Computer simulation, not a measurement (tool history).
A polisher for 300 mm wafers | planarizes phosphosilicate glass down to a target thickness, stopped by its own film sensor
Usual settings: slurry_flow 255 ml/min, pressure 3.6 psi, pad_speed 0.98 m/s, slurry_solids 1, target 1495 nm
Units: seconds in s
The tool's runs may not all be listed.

run,day,slurry_flow,pressure,pad_speed,slurry_solids,target,wafers since the last listed run,wafers polished on this pad,hours since the slurry nozzle was cleaned,hours since the head pressure was calibrated,hours since the slurry blender was calibrated,hours since the conditioning disc was replaced,"incoming thickness of the incoming film, nm",seconds
1,0,255,3.6,0.98,1,1495,0,728,93.1,658.7,41.1,301.5,2235,66.4
2,0.792,255,3.6,0.98,1,1495,143,871,112.1,677.7,60.1,320.5,2218.1,63.8
3,1.708,255,3.6,0.98,1,1495,166,1037,134.1,699.7,82.1,342.5,2240,66.6
# day 2.258: worn pad replaced by a new one
4,2.404,255,3.6,0.98,1,1495,95,26,150.8,716.4,98.8,359.2,2201.6,62.8
# day 3.4: slurry blender recalibrated
5,3.775,255,3.6,0.98,1,1495,233,259,183.7,749.3,9,392.1,2261.9,68.3
6,8.025,255,3.6,0.82,1,1495,770,1029,285.7,851.3,111,494.1,2230.8,71.9
# day 8.6: worn pad replaced by a new one
7,8.612,255,3.6,0.98,1,1495,76,2,299.8,865.4,125.1,508.2,2275.4,69.8
8,9.425,255,3.6,0.98,1,1495,147,149,319.3,884.9,144.6,527.7,2247.5,68.3
# day 9.642: slurry blender recalibrated
# day 12.288: conditioning disc replaced and pad reconditioned
# day 12.392: slurry nozzle cleaned
9,13.192,255,3.6,0.8,1,1495,644,793,19.2,975.3,85.2,21.7,2224.2,71.5
10,14.029,255,3.6,0.8,1,1495,151,945,39.3,995.4,105.3,41.8,2218.1,71.1
# day 14.35: worn pad replaced by a new one
11,15.396,255,3.6,0.8,1,1495,217,189,72.1,1028.2,138.1,74.6,2208.2,69.5
# day 15.504: slurry blender recalibrated
12,18.867,255,3.6,0.98,1,1495,613,803,155.4,1111.5,80.7,157.9,2235.3,65.7
# day 19.225: worn pad replaced by a new one
13,19.638,180,3.6,0.76,1,1495,109,74,173.9,1130,99.2,176.4,2267.6,80.4
# day 20.15: head pressure recalibrated
14,20.488,255,4.5,0.84,1,1495,138,213,194.3,8.1,119.6,196.8,2248.5,63
15,21.546,180,3.6,0.76,1,1495,191,405,219.7,33.5,145,222.2,2248.2,84.9
# day 21.867: slurry blender recalibrated
16,22.058,320,2.8,1.08,0.75,1495,77,483,232,45.8,4.6,234.5,2259.4,100.7
17,22.983,255,3.6,0.64,1.2,1495,167,650,254.2,68,26.8,256.7,2219.1,75.1
18,23.492,255,3.6,0.98,0.8,1495,92,742,266.4,80.2,39,268.9,2237.9,80.6
19,24.138,255,3.6,0.98,1,1495,117,859,281.9,95.7,54.5,284.4,2237.7,70.2
20,25.021,255,3.6,0.7,1.15,1495,160,1019,303.1,116.9,75.7,305.6,2246.9,75.8
# day 25.717: worn pad replaced by a new one
21,25.85,255,3.6,0.98,1,1495,120,24,323,136.8,95.6,325.5,2247.7,69.8
22,26.775,200,4.2,0.74,1,1378,167,191,345.2,159,117.8,347.7,2254.1,83.1

The next listed run, before its measurement:
# day 27.367: slurry nozzle cleaned
23,27.933,255,3.6,1.26,1.25,1495,202,394,13.6,186.8,145.6,375.5,2228.8,?

Run 23 gave seconds 53.2 s.
Without the tool's hidden state the same run would have given seconds 55.2 s.
